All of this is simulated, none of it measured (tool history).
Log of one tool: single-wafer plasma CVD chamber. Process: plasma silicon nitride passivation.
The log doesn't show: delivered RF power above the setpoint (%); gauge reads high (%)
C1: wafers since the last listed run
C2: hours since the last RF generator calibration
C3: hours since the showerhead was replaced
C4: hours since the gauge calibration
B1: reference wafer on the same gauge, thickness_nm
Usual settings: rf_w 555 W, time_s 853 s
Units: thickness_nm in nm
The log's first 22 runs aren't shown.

Run 23, hour 456.7: usual settings; C1 16; C2 9.9; C3 171.6; C4 1208.6; B1 1349.709. Result: thickness_nm 1216.452 nm.
Run 24, hour 486.3: usual settings but rf_w 505 W; C1 50; C2 39.5; C3 201.2; C4 1238.2; B1 1349.835. Result: thickness_nm 1180.418 nm.
Run 25, hour 516.9: usual settings but time_s 903 s; C1 52; C2 70.1; C3 231.8; C4 1268.8; B1 1350.739. Result: thickness_nm 1292.125 nm.
Run 26, hour 531.8: usual settings but rf_w 640 W, time_s 777 s; C1 25; C2 85; C3 246.7; C4 1283.7; B1 1349.318. Result: thickness_nm 1160.116 nm.
At hour 554.8: gauge calibrated.
Run 27, hour 564.8: usual settings; C1 56; C2 118; C3 279.7; C4 10; B1 1349.172. Result: thickness_nm 1217.135 nm.
Run 28, hour 597.7: usual settings but rf_w 585 W, time_s 988 s; C1 56; C2 150.9; C3 312.6; C4 42.9; B1 1348.107. Result: thickness_nm 1434.562 nm.
Run 29, hour 611.2: usual settings but rf_w 445 W, time_s 773 s; C1 23; C2 164.4; C3 326.1; C4 56.4; B1 1349.866. Result: thickness_nm 1027.779 nm.
Run 30, hour 633.8: usual settings but rf_w 630 W, time_s 794 s; C1 38; C2 187; C3 348.7; C4 79; B1 1351.117. Result: thickness_nm 1168.693 nm.
Run 31, hour 650.4: usual settings but time_s 762 s; C1 28; C2 203.6; C3 365.3; C4 95.6; B1 1347.301. Result: thickness_nm 1080.722 nm.
Run 32, hour 664.2: usual settings but rf_w 450 W, time_s 1007 s; C1 23; C2 217.4; C3 379.1; C4 109.4; B1 1352.089. Result: thickness_nm 1347.227 nm.
Run 33, hour 689.4: usual settings; C1 43; C2 242.6; C3 404.3; C4 134.6; B1 1349.232. Result: thickness_nm 1211.261 nm.
Run 34, hour 704.1: usual settings; C1 25; C2 257.3; C3 419; C4 149.3; B1 1351.285. Result: thickness_nm 1208.996 nm.
Run 35, hour 737.1: usual settings but rf_w 455 W, time_s 901 s; C1 56; C2 290.3; C3 452; C4 182.3; B1 1349.267. Result: thickness_nm 1206.092 nm.
Run 36, hour 757: usual settings; C1 33; C2 310.2; C3 471.9; C4 202.2; B1 1350.391. Result: thickness_nm 1211.393 nm.
Run 37, hour 776.8: usual settings but rf_w 505 W, time_s 917 s; C1 33; C2 330; C3 491.7; C4 222; B1 1349.262. Result: thickness_nm 1262.931 nm.
Run 38, hour 796: usual settings; C1 32; C2 349.2; C3 510.9; C4 241.2; B1 1351.528. Result: thickness_nm 1208.516 nm.
Run 39, hour 825.1: usual settings but time_s 998 s; C1 49; C2 378.3; C3 540; C4 270.3; B1 1350.638. Result: thickness_nm 1409.14 nm.
Run 40, hour 838.7: usual settings; C1 23; C2 391.9; C3 553.6; C4 283.9; B1 1352.444. Result: thickness_nm 1205.005 nm.
Run 41, hour 864.8: usual settings but rf_w 470 W, time_s 952 s; C1 44; C2 418; C3 579.7; C4 310; B1 1350.293. Result: thickness_nm 1285.312 nm.

Run 42 comes next. What will it give?
Run 42, hour 895.6: usual settings but rf_w 630 W, time_s 721 s; C1 52; C2 448.8; C3 610.5; C4 340.8; B1 ?. Result: thickness_nm ?.

{"run 42": {"B1": 1349.937, "thickness_nm": 1058.671}}
Without the tool's hidden state the same run would have given thickness_nm 1072.605 nm.
